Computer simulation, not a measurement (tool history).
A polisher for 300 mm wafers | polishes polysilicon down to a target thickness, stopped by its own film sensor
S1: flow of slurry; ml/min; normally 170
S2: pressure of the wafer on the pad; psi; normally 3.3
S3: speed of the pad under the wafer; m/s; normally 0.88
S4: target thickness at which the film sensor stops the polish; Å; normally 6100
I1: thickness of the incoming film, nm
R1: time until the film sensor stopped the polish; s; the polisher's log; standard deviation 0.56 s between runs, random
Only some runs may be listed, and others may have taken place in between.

run,hour,S1,S2,S3,S4,I1,R1
1,0.0,170,4.0,0.88,6100,974.4,46.3
# hour 26.4: worn pad replaced by a new one
2,62.0,145,3.9,0.88,6100,950.5,41.5
3,113.0,145,3.9,0.88,6100,956.8,42.9
# hour 156.0: slurry nozzle cleaned
4,172.1,170,3.3,0.88,6100,984.5,50.1
5,226.4,170,3.3,0.88,6100,951.7,49.6
# hour 246.0: worn pad replaced by a new one
# hour 355.3: slurry nozzle cleaned
6,394.8,170,3.3,0.98,6100,972.5,44.6
7,452.3,170,3.3,0.88,6100,985.4,54.9
# hour 467.1: worn pad replaced by a new one
8,497.4,170,3.3,0.88,6100,971.8,46.8
9,568.3,170,3.3,0.88,6100,957.7,46.1
# hour 586.0: slurry nozzle cleaned
10,610.5,170,3.3,0.88,6100,956.8,48.0
11,646.0,135,4.0,1.04,6100,974.2,41.2
# hour 661.1: head pressure recalibrated
# hour 663.2: worn pad replaced by a new one
12,708.5,170,3.3,0.88,6100,965.4,46.5
13,760.3,170,3.3,1.00,6100,966.2,41.1
# hour 801.5: slurry nozzle cleaned
14,817.3,170,3.3,0.66,6100,953.4,62.1
# hour 844.3: worn pad replaced by a new one
15,862.9,205,2.6,0.88,6100,960.2,49.6
16,927.1,170,2.6,0.88,7160,972.3,37.9
# hour 981.7: slurry nozzle cleaned
17,993.8,170,3.3,0.88,7190,981.3,35.5
18,1037.6,130,3.3,0.88,6100,960.3,52.7

Below are 5 alternative next runs, each starting from the tool's condition after run 18. Predict each:
A,1038.0,170,3.3,0.88,5170,961.7,?
B,1038.0,220,2.7,0.64,6100,961.7,?
C,1038.0,140,3.3,0.88,4890,961.7,?
D,1038.0,170,3.3,0.76,6100,961.7,?
E,1038.0,170,3.3,1.06,6100,961.7,?

run,R1
A,64.7
B,76.0
C,71.3
D,59.2
E,42.5
Without the tool's unlogged condition, the same runs would have read:
run,R1
A,57.9
B,68.0
C,63.8
D,53.0
E,38.0

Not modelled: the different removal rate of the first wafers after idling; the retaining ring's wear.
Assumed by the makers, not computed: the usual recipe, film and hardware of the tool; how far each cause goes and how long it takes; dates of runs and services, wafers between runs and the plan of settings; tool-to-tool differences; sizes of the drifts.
